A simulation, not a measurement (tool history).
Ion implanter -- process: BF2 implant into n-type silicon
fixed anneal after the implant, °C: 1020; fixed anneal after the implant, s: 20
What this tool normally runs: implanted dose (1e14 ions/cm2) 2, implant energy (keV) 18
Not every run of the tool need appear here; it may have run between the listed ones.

run	hour	implanted dose (1e14 ions/cm2)	implant energy (keV)	wafers since the last listed run	hours since the last dose calibration	hours since the extraction supply was calibrated	hours since the gauge calibration	read-back reference wafer on the same gauge, sheet resistance	sheet resistance of the implanted and annealed layer (ohm/square)
1	0	1.72	18	0	453.7	5166	59	559.12	577.97
2	46.2	1.72	18	803	499.9	5212.2	105.2	559.09	576.04
3	58.4	2	18	212	512.1	5224.4	117.4	558.91	506.87
4	64.8	2	18	111	518.5	5230.8	123.8	559.16	508.1
5	75.9	2	18	193	529.6	5241.9	134.9	558.77	507.54
6	89.1	2	16	229	542.8	5255.1	148.1	559.23	510.27
# hour 100.3: gauge calibrated
7	103.1	2	15.5	243	556.8	5269.1	2.8	559.13	511.89
8	110	2	18	120	563.7	5276	9.7	559.59	503.67
# hour 127.7: Faraday cup replaced and dose calibrated
9	128.2	2	18	177	0.5	5294.2	27.9	558.79	524.03
# hour 145.9: extraction supply calibrated
10	146.4	2	15	177	18.7	0.5	46.1	558.71	532.21
11	153.5	2	15	123	25.8	7.6	53.2	558.99	531.96
12	167.2	2.22	23.5	238	39.5	21.3	66.9	559.05	464.85
13	180.2	1.53	16	226	52.5	34.3	79.9	559.32	666.2
14	189	2.2	18	153	61.3	43.1	88.7	559.16	477.81
15	196.7	2	18	133	69	50.8	96.4	558.66	521.73
16	208.9	2.31	12.5	212	81.2	63	108.6	558.94	476.11
17	222.4	2	18	234	94.7	76.5	122.1	559.24	514.21
18	230	1.56	21.5	132	102.3	84.1	129.7	558.51	626.98
19	238.5	2.16	24	147	110.8	92.6	138.2	558.93	468.52
20	245.3	2.29	23	118	117.6	99.4	145	559.3	449.66
21	254	2	13	151	126.3	108.1	153.7	558.89	533.09
22	260.5	2	18	113	132.8	114.6	160.2	558.63	516.85

What differs in the tool's unlogged condition from the final listed run ahead of each entry between runs to the first listed run following it?
Run 6 -> run 7: gauge calibrated (hour 100.3)
  deviation of the true dose from the Faraday cup's reading, %: 4.25 -> 4.28
  measured minus no-state result, sheet resistance of the implanted and annealed layer (ohm/square): -18.71 -> -18.91
Run 8 -> run 9: Faraday cup replaced and dose calibrated (hour 127.7)
  deviation of the true dose from the Faraday cup's reading, %: 4.29 -> -0.2
  measured minus no-state result, sheet resistance of the implanted and annealed layer (ohm/square): -18.57 -> +0.91
Run 9 -> run 10: extraction supply calibrated (hour 145.9)
  deviation of the true dose from the Faraday cup's reading, %: -0.2 -> 0.219
  measured minus no-state result, sheet resistance of the implanted and annealed layer (ohm/square): +0.91 -> -1.01
